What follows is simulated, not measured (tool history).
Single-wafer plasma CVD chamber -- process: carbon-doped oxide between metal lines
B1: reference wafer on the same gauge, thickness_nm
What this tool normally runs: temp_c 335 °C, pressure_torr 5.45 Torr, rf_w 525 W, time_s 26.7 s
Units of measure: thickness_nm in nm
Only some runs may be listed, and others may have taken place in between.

run 1 day=0 | temp_c=335 pressure_torr=5.45 rf_w=525 time_s=26.7 | B1=136.995 | thickness_nm=149.146
run 2 day=1.325 | temp_c=335 pressure_torr=6.48 rf_w=525 time_s=28.6 | B1=137.066 | thickness_nm=161.617
run 3 day=2.242 | temp_c=335 pressure_torr=6.48 rf_w=525 time_s=28.6 | B1=136.815 | thickness_nm=160.392
run 4 day=3.342 | temp_c=335 pressure_torr=6.48 rf_w=525 time_s=28.6 | B1=137.113 | thickness_nm=160.881
run 5 day=4.329 | temp_c=342 pressure_torr=5.45 rf_w=525 time_s=26.7 | B1=137.07 | thickness_nm=144.398
run 6 day=5.696 | temp_c=342 pressure_torr=5.45 rf_w=525 time_s=26.7 | B1=137.005 | thickness_nm=143.686
run 7 day=6.721 | temp_c=342 pressure_torr=5.45 rf_w=525 time_s=26.7 | B1=137.084 | thickness_nm=144.346
-- day=7.912 RF generator calibrated
-- day=8.458 thermocouple changed; heater temperature recalibrated
run 8 day=8.479 | temp_c=335 pressure_torr=5.45 rf_w=525 time_s=26.7 | B1=136.895 | thickness_nm=153.653
run 9 day=9.446 | temp_c=335 pressure_torr=5.45 rf_w=525 time_s=26.7 | B1=137.046 | thickness_nm=153.655
-- day=10.592 gauge calibrated
run 10 day=10.612 | temp_c=330 pressure_torr=6.29 rf_w=525 time_s=25.2 | B1=136.899 | thickness_nm=149.52
run 11 day=11.675 | temp_c=344 pressure_torr=6.07 rf_w=525 time_s=30.5 | B1=137.093 | thickness_nm=171.196
-- day=12.2 capacitance manometer re-zeroed and calibrated
run 12 day=12.383 | temp_c=335 pressure_torr=5.45 rf_w=525 time_s=26.7 | B1=136.967 | thickness_nm=154.206
run 13 day=14.738 | temp_c=335 pressure_torr=5.45 rf_w=525 time_s=26.7 | B1=137.137 | thickness_nm=155.349
-- day=15.192 showerhead replaced
run 14 day=15.808 | temp_c=339 pressure_torr=5.45 rf_w=525 time_s=26.7 | B1=137.03 | thickness_nm=151.256
run 15 day=16.725 | temp_c=335 pressure_torr=4.26 rf_w=525 time_s=31.3 | B1=136.889 | thickness_nm=174.853
run 16 day=17.454 | temp_c=349 pressure_torr=5.07 rf_w=525 time_s=26.7 | B1=137.091 | thickness_nm=145.937
run 17 day=18.238 | temp_c=349 pressure_torr=5.07 rf_w=525 time_s=26.7 | B1=137.008 | thickness_nm=145.979
run 18 day=19.604 | temp_c=344 pressure_torr=5.45 rf_w=525 time_s=31.2 | B1=137.054 | thickness_nm=174.036
run 19 day=21.217 | temp_c=335 pressure_torr=5.45 rf_w=435 time_s=26.7 | B1=137.113 | thickness_nm=137.835
run 20 day=22.6 | temp_c=341 pressure_torr=5.45 rf_w=525 time_s=29.1 | B1=136.982 | thickness_nm=164.934
run 21 day=26.392 | temp_c=327 pressure_torr=4.35 rf_w=525 time_s=26.7 | B1=136.954 | thickness_nm=157.084
run 22 day=27.612 | temp_c=335 pressure_torr=6.79 rf_w=435 time_s=28.5 | B1=136.944 | thickness_nm=149.901
run 23 day=28.183 | temp_c=344 pressure_torr=6.32 rf_w=525 time_s=31.8 | B1=137.026 | thickness_nm=182.369
run 24 day=28.729 | temp_c=349 pressure_torr=4.27 rf_w=595 time_s=25 | B1=136.924 | thickness_nm=144.327
run 25 day=29.254 | temp_c=335 pressure_torr=5.45 rf_w=525 time_s=26.7 | B1=136.971 | thickness_nm=155.507
run 26 day=30.225 | temp_c=344 pressure_torr=5.03 rf_w=525 time_s=24.8 | B1=136.94 | thickness_nm=138.871
run 27 day=31.708 | temp_c=328 pressure_torr=5.45 rf_w=430 time_s=31.6 | B1=137.057 | thickness_nm=165.808
run 28 day=32.588 | temp_c=335 pressure_torr=5.45 rf_w=525 time_s=26.7 | B1=136.984 | thickness_nm=155.807

Consider 4 possible next runs. They are alternatives, not a sequence: every one starts from the tool as it was left by run 28. What does each give?
run A day=32.604 | temp_c=335 pressure_torr=5.45 rf_w=525 time_s=23.2 | B1=? | thickness_nm=?
run B day=32.604 | temp_c=335 pressure_torr=6.25 rf_w=630 time_s=26.7 | B1=? | thickness_nm=?
run C day=32.604 | temp_c=335 pressure_torr=4.43 rf_w=525 time_s=24.3 | B1=? | thickness_nm=?
run D day=32.604 | temp_c=330 pressure_torr=4.99 rf_w=525 time_s=26.7 | B1=? | thickness_nm=?

run=A B1=136.815 thickness_nm=134.912
run=B B1=136.815 thickness_nm=175.594
run=C B1=136.815 thickness_nm=137.306
run=D B1=136.815 thickness_nm=156.307
The same runs, with their run-to-run variation unchanged, on a tool lacking any hidden condition would have given:
run=A thickness_nm=132.896
run=B thickness_nm=172.936
run=C thickness_nm=135.254
run=D thickness_nm=153.718
